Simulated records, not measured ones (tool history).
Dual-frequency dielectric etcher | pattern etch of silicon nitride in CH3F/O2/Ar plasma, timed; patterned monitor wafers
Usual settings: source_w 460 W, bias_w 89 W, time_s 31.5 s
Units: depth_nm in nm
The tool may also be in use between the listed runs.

run    hour  source_w  bias_w  time_s  read-back reference wafer on the same gauge, depth_nm  depth_nm
  1     0.0       460      89    31.5                                                  25.90     25.23
  2    68.8       460      89    31.5                                                  25.90     25.21
      152.3  -- wet clean of the chamber
  3   152.8       460      89    31.5                                                  25.91     24.96
  4   230.6       460      89    37.5                                                  25.91     29.80
  5   299.3       530      89    31.5                                                  25.89     26.13
  6   330.6       530      89    31.5                                                  25.89     26.30
  7   388.2       530      89    31.5                                                  25.91     26.19
  8   423.7       500      89    31.5                                                  25.90     25.88
  9   492.9       500      89    31.5                                                  25.90     25.88
      540.4  -- wet clean of the chamber
 10   544.6       500      89    31.5                                                  25.89     25.61
 11   573.3       460      89    31.5                                                  25.90     25.04
 12   645.9       460      89    31.5                                                  25.91     24.98
 13   672.5       400      89    31.5                                                  25.90     23.99
 14   708.0       400      89    31.5                                                  25.90     24.03
      742.6  -- bias power generator calibrated
 15   749.8       460      89    31.5                                                  25.89     25.06
 16   785.4       550      98    38.5                                                  25.92     33.34
 17   852.7       390      89    31.5                                                  25.90     23.82
 18   916.3       460      89    31.5                                                  25.89     25.16
 19   977.4       460      89    31.5                                                  25.91     25.29
     1041.1  -- wet clean of the chamber
 20  1041.6       510      76    27.5                                                  25.87     21.69
 21  1085.2       370      89    25.0                                                  25.89     18.52
 22  1117.3       370      89    31.5                                                  25.90     23.38
     1159.0  -- source power generator calibrated
 23  1191.8       510      89    36.5                                                  25.88     30.09
     1251.6  -- gauge calibrated
     1260.7  -- upper electrode replaced
 24  1261.2       530      89    31.5                                                  25.90     26.30
 25  1295.7       400      78    38.0                                                  25.87     28.02
 26  1322.1       570      80    23.0                                                  25.91     19.13
 27  1347.2       460      89    23.0                                                  25.89     18.38
     1491.2  -- wet clean of the chamber
 28  1503.2       510      70    34.5                                                  25.91     26.59
 29  1532.4       460      89    31.5                                                  25.90     24.91
 30  1572.6       420     110    37.5                                                  25.89     30.69
 31  1605.0       460      89    31.5                                                  25.87     25.06

Hidden state or all else? Some run-to-run changes of depth_nm, split into what the settings, what came in and random variation would give without the hidden state, and what is left for the hidden state (with any gauge scatter that isn't in both results):
The hidden state here: etch rate over this chamber's usual, %; source power that arrives over what is set, %; bias power that arrives over what is set, %; gauge reads high (%).
Run 2 -> 3: wet clean of the chamber. depth_nm -0.25 nm: hidden state -0.24, all else -0.01.
Run 9 -> 10: wet clean of the chamber. depth_nm -0.27 nm: hidden state -0.19, all else -0.08.
Run 15 -> 16: source_w 460 -> 550, bias_w 89 -> 98, time_s 31.5 -> 38.5. depth_nm +8.28 nm: hidden state +0.08, all else +8.20.
Run 16 -> 17: source_w 550 -> 390, bias_w 98 -> 89, time_s 38.5 -> 31.5. depth_nm -9.52 nm: hidden state -0.03, all else -9.49.
Run 19 -> 20: source_w 460 -> 510, bias_w 89 -> 76, time_s 31.5 -> 27.5, wet clean of the chamber. depth_nm -3.60 nm: hidden state -0.26, all else -3.34.
Run 25 -> 26: source_w 400 -> 570, bias_w 78 -> 80, time_s 38.0 -> 23.0. depth_nm -8.89 nm: hidden state -0.05, all else -8.84.
